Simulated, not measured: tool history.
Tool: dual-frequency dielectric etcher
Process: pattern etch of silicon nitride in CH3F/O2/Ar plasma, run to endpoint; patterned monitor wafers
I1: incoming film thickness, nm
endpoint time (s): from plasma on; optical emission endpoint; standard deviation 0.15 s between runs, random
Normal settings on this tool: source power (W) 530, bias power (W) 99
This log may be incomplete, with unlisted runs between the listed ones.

Run 1, hour 0.0: usual settings; I1 45.56. Result: endpoint time (s) 49.9.
At hour 66.6: wet clean of the chamber.
Run 2, hour 67.1: usual settings; I1 45.06. Result: endpoint time (s) 48.5.
Run 3, hour 98.7: usual settings but source power (W) 490; I1 45.08. Result: endpoint time (s) 50.8.
Run 4, hour 143.7: usual settings; I1 45.37. Result: endpoint time (s) 49.1.
Run 5, hour 197.0: usual settings; I1 45.16. Result: endpoint time (s) 48.8.
Run 6, hour 258.9: usual settings; I1 45.34. Result: endpoint time (s) 49.2.
Run 7, hour 293.2: usual settings; I1 45.12. Result: endpoint time (s) 49.1.
Run 8, hour 317.9: usual settings; I1 45.48. Result: endpoint time (s) 49.5.
Run 9, hour 355.4: usual settings; I1 45.00. Result: endpoint time (s) 49.1.
Run 10, hour 500.1: usual settings but bias power (W) 92; I1 44.95. Result: endpoint time (s) 50.4.
At hour 522.3: bias power generator calibrated.
At hour 523.6: source power generator calibrated.
Run 11, hour 532.7: usual settings but bias power (W) 92; I1 44.75. Result: endpoint time (s) 50.0.
Run 12, hour 589.8: usual settings but source power (W) 660, bias power (W) 85; I1 44.87. Result: endpoint time (s) 46.4.
At hour 619.3: upper electrode replaced.
Run 13, hour 646.5: usual settings but source power (W) 640, bias power (W) 109; I1 45.41. Result: endpoint time (s) 44.4.
At hour 713.0: wet clean of the chamber.
Run 14, hour 713.5: usual settings but source power (W) 610; I1 45.35. Result: endpoint time (s) 45.5.
Run 15, hour 784.1: usual settings but source power (W) 480, bias power (W) 85; I1 45.17. Result: endpoint time (s) 53.9.
Run 16, hour 823.2: usual settings but source power (W) 460, bias power (W) 77; I1 45.08. Result: endpoint time (s) 56.6.
Run 17, hour 873.6: usual settings; I1 45.19. Result: endpoint time (s) 48.8.
Run 18, hour 899.2: usual settings but source power (W) 620, bias power (W) 75; I1 44.84. Result: endpoint time (s) 48.8.
Run 19, hour 929.7: usual settings; I1 45.43. Result: endpoint time (s) 49.4.
Run 20, hour 981.1: usual settings but source power (W) 480, bias power (W) 82; I1 45.32. Result: endpoint time (s) 55.0.
Run 21, hour 1037.9: usual settings; I1 45.12. Result: endpoint time (s) 49.5.
Run 22, hour 1067.6: usual settings but source power (W) 660, bias power (W) 79; I1 45.24. Result: endpoint time (s) 47.5.

Here are 3 independent what-if runs from the current tool condition. What would each one return?
Run A, hour 1068.0: usual settings; I1 44.57. Result: endpoint time (s) ?.
Run B, hour 1068.0: usual settings but source power (W) 590; I1 44.57. Result: endpoint time (s) ?.
Run C, hour 1068.0: usual settings but bias power (W) 84; I1 44.57. Result: endpoint time (s) ?.

run  endpoint time (s)
  A               48.6
  B               46.0
  C               51.0
Without the tool's hidden state the same runs would have given:
run  endpoint time (s)
  A               47.6
  B               45.1
  C               50.0
